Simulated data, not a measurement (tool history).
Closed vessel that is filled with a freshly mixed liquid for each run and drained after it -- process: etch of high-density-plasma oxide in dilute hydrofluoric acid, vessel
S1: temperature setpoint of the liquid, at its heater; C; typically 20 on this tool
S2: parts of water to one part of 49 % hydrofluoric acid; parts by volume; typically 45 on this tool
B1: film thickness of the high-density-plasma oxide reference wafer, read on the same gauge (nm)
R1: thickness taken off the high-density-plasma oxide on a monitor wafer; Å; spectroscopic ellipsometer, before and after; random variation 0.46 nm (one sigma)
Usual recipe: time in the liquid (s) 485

run 1 hour=0 | S1=20 S2=45 time_in_the_liquid_(s)=660 | B1=110.03 | R1=843.3
run 2 hour=29.9 | S1=20 S2=45 time_in_the_liquid_(s)=485 | B1=110.03 | R1=610.6
run 3 hour=217.8 | S1=20 S2=45 time_in_the_liquid_(s)=485 | B1=110 | R1=613.6
run 4 hour=268.3 | S1=20 S2=45 time_in_the_liquid_(s)=625 | B1=109.95 | R1=808.1
run 5 hour=309.4 | S1=20 S2=45 time_in_the_liquid_(s)=625 | B1=110 | R1=801.9
run 6 hour=355.9 | S1=20 S2=45 time_in_the_liquid_(s)=625 | B1=110.01 | R1=801
run 7 hour=420 | S1=18 S2=45 time_in_the_liquid_(s)=485 | B1=110.02 | R1=579.8
run 8 hour=471 | S1=18 S2=45 time_in_the_liquid_(s)=485 | B1=110.01 | R1=577.1
run 9 hour=503.5 | S1=20 S2=45 time_in_the_liquid_(s)=485 | B1=110 | R1=626.7
run 10 hour=529.4 | S1=22.5 S2=65 time_in_the_liquid_(s)=485 | B1=110.02 | R1=470.2
run 11 hour=566.3 | S1=20 S2=45 time_in_the_liquid_(s)=485 | B1=109.98 | R1=631.1
run 12 hour=597 | S1=18 S2=65 time_in_the_liquid_(s)=630 | B1=110.03 | R1=509.6
-- hour=604.5 thermometer replaced
-- hour=638.1 gauge calibrated
run 13 hour=657.9 | S1=20 S2=45 time_in_the_liquid_(s)=485 | B1=109.99 | R1=569.2
-- hour=690.1 hydrofluoric acid flow meter replaced
run 14 hour=717.6 | S1=20 S2=45 time_in_the_liquid_(s)=290 | B1=110.01 | R1=345.1
run 15 hour=741.6 | S1=20 S2=45 time_in_the_liquid_(s)=290 | B1=109.98 | R1=345.7
run 16 hour=812.2 | S1=20 S2=30 time_in_the_liquid_(s)=265 | B1=110.05 | R1=474.3
run 17 hour=854.7 | S1=20 S2=65 time_in_the_liquid_(s)=485 | B1=110.01 | R1=389
run 18 hour=895.3 | S1=24.5 S2=35 time_in_the_liquid_(s)=585 | B1=109.99 | R1=1096.2

Forecast each of these 3 alternatives for the next run:
run A hour=896.1 | S1=20 S2=45 time_in_the_liquid_(s)=585 | B1=? | R1=?
run B hour=896.1 | S1=20 S2=45 time_in_the_liquid_(s)=685 | B1=? | R1=?
run C hour=896.1 | S1=22 S2=45 time_in_the_liquid_(s)=485 | B1=? | R1=?

run=A B1=110.01 R1=705.8
run=B B1=110.01 R1=826.5
run=C B1=110.01 R1=636.7
What these runs would have given with no unlogged condition in the tool:
run=A R1=694.5
run=B R1=813.2
run=C R1=626.6
